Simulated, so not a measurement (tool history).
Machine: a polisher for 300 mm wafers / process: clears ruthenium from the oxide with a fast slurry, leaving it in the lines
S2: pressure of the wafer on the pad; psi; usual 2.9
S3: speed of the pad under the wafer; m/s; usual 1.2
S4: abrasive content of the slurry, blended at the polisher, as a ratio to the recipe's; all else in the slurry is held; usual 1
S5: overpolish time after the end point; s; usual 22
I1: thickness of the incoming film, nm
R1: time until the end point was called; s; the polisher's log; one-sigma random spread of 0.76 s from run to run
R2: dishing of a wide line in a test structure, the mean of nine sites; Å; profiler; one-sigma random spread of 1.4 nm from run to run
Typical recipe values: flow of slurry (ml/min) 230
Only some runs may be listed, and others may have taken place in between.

{"run": 1, "day": 0.0, "flow of slurry (ml/min)": 230, "S2": 2.9, "S3": 1.2, "S4": 1, "S5": 22, "I1": 245.4, "R1": 49.9, "R2": 583}
{"run": 2, "day": 0.638, "flow of slurry (ml/min)": 230, "S2": 2.9, "S3": 1.06, "S4": 1, "S5": 22, "I1": 247.4, "R1": 57.3, "R2": 548}
{"run": 3, "day": 1.158, "flow of slurry (ml/min)": 230, "S2": 2.9, "S3": 1.06, "S4": 1, "S5": 22, "I1": 252.7, "R1": 58.5, "R2": 521}
{"run": 4, "day": 1.642, "flow of slurry (ml/min)": 230, "S2": 2.9, "S3": 1.06, "S4": 1, "S5": 22, "I1": 252.3, "R1": 63, "R2": 530}
{"run": 5, "day": 2.029, "flow of slurry (ml/min)": 230, "S2": 2.9, "S3": 1.5, "S4": 1, "S5": 22, "I1": 250.4, "R1": 44.5, "R2": 606}
{"day": 2.392, "done": "slurry blender recalibrated"}
{"run": 6, "day": 2.467, "flow of slurry (ml/min)": 230, "S2": 2.9, "S3": 1.2, "S4": 1, "S5": 22, "I1": 246, "R1": 50.2, "R2": 581}
{"run": 7, "day": 2.854, "flow of slurry (ml/min)": 230, "S2": 2.9, "S3": 1.2, "S4": 1, "S5": 22, "I1": 251.7, "R1": 52.2, "R2": 584}
{"run": 8, "day": 3.329, "flow of slurry (ml/min)": 230, "S2": 2.9, "S3": 1.2, "S4": 1, "S5": 22, "I1": 249, "R1": 51.7, "R2": 539}
{"run": 9, "day": 3.767, "flow of slurry (ml/min)": 230, "S2": 2.1, "S3": 1.2, "S4": 1, "S5": 22, "I1": 249.2, "R1": 64.2, "R2": 514}
{"run": 10, "day": 4.238, "flow of slurry (ml/min)": 230, "S2": 2.1, "S3": 1.2, "S4": 1, "S5": 22, "I1": 252, "R1": 66.6, "R2": 488}
{"run": 11, "day": 4.921, "flow of slurry (ml/min)": 230, "S2": 2.1, "S3": 1.2, "S4": 1, "S5": 22, "I1": 255.4, "R1": 71.6, "R2": 477}
{"run": 12, "day": 5.346, "flow of slurry (ml/min)": 230, "S2": 2.9, "S3": 1.2, "S4": 1, "S5": 22, "I1": 249.6, "R1": 56.2, "R2": 513}
{"day": 6.088, "done": "worn pad replaced by a new one"}
{"day": 6.517, "done": "slurry blender recalibrated"}
{"day": 7.546, "done": "head pressure recalibrated"}
{"run": 13, "day": 7.567, "flow of slurry (ml/min)": 230, "S2": 2.9, "S3": 1.2, "S4": 1, "S5": 22, "I1": 253.6, "R1": 50.3, "R2": 573}
{"run": 14, "day": 7.771, "flow of slurry (ml/min)": 230, "S2": 2.9, "S3": 1.2, "S4": 1, "S5": 22, "I1": 253.6, "R1": 52.8, "R2": 577}
{"run": 15, "day": 8.479, "flow of slurry (ml/min)": 230, "S2": 2.9, "S3": 0.82, "S4": 1, "S5": 22, "I1": 253.6, "R1": 77.3, "R2": 451}
{"run": 16, "day": 9.179, "flow of slurry (ml/min)": 230, "S2": 2.9, "S3": 1.2, "S4": 1, "S5": 22, "I1": 248.5, "R1": 55.3, "R2": 515}
{"day": 9.512, "done": "slurry nozzle cleaned"}
{"run": 17, "day": 9.762, "flow of slurry (ml/min)": 230, "S2": 2.9, "S3": 1.06, "S4": 1, "S5": 22, "I1": 247.8, "R1": 64.3, "R2": 504}
{"run": 18, "day": 10.396, "flow of slurry (ml/min)": 230, "S2": 2.9, "S3": 1.2, "S4": 1, "S5": 22, "I1": 248.5, "R1": 60.2, "R2": 543}
{"day": 10.962, "done": "slurry blender recalibrated"}
{"run": 19, "day": 10.983, "flow of slurry (ml/min)": 230, "S2": 2.9, "S3": 1.2, "S4": 1, "S5": 28, "I1": 250.4, "R1": 53, "R2": 594}
{"day": 11.462, "done": "worn pad replaced by a new one"}
{"run": 20, "day": 11.542, "flow of slurry (ml/min)": 230, "S2": 2.9, "S3": 1.2, "S4": 1, "S5": 22, "I1": 248.8, "R1": 48.7, "R2": 601}
{"run": 21, "day": 12.146, "flow of slurry (ml/min)": 170, "S2": 2.9, "S3": 1.44, "S4": 1, "S5": 22, "I1": 251.4, "R1": 44, "R2": 595}
{"run": 22, "day": 13.617, "flow of slurry (ml/min)": 230, "S2": 3.2, "S3": 1.2, "S4": 1, "S5": 11, "I1": 246.9, "R1": 50.8, "R2": 364}
{"run": 23, "day": 14.283, "flow of slurry (ml/min)": 230, "S2": 2.9, "S3": 1.44, "S4": 1, "S5": 22, "I1": 254.3, "R1": 47.7, "R2": 581}
{"run": 24, "day": 15.029, "flow of slurry (ml/min)": 195, "S2": 3.8, "S3": 1.2, "S4": 1, "S5": 13, "I1": 247.9, "R1": 48.7, "R2": 434}
{"day": 15.529, "done": "slurry blender recalibrated"}
{"run": 25, "day": 15.738, "flow of slurry (ml/min)": 230, "S2": 3.4, "S3": 1.32, "S4": 1, "S5": 22, "I1": 254.7, "R1": 44.1, "R2": 638}
{"run": 26, "day": 16.004, "flow of slurry (ml/min)": 230, "S2": 2.9, "S3": 1.2, "S4": 1, "S5": 22, "I1": 248.2, "R1": 52.5, "R2": 561}
{"run": 27, "day": 16.558, "flow of slurry (ml/min)": 230, "S2": 3.6, "S3": 1.2, "S4": 1, "S5": 22, "I1": 249.5, "R1": 47.3, "R2": 588}

Alternative continuations, all from the tool just after run 27; predict every row:
{"run": "A", "day": 16.575, "flow of slurry (ml/min)": 230, "S2": 2.9, "S3": 1.2, "S4": 1, "S5": 34, "I1": 252.5, "R1": "?", "R2": "?"}
{"run": "B", "day": 16.575, "flow of slurry (ml/min)": 230, "S2": 2.9, "S3": 1.2, "S4": 1.2, "S5": 22, "I1": 252.5, "R1": "?", "R2": "?"}
{"run": "C", "day": 16.575, "flow of slurry (ml/min)": 230, "S2": 2.9, "S3": 1.02, "S4": 1, "S5": 22, "I1": 252.5, "R1": "?", "R2": "?"}
{"run": "D", "day": 16.575, "flow of slurry (ml/min)": 230, "S2": 3.7, "S3": 1.62, "S4": 1, "S5": 22, "I1": 252.5, "R1": "?", "R2": "?"}
{"run": "E", "day": 16.575, "flow of slurry (ml/min)": 280, "S2": 2.9, "S3": 1.54, "S4": 1, "S5": 10, "I1": 252.5, "R1": "?", "R2": "?"}

run=A R1=55.9 R2=637
run=B R1=51.7 R2=551
run=C R1=65.4 R2=487
run=D R1=35.6 R2=640
run=E R1=42.8 R2=388
Without the tool's hidden state the same runs would have given:
run=A R1=48.1 R2=666
run=B R1=44.6 R2=588
run=C R1=56.3 R2=528
run=D R1=30.6 R2=669
run=E R1=36.9 R2=429
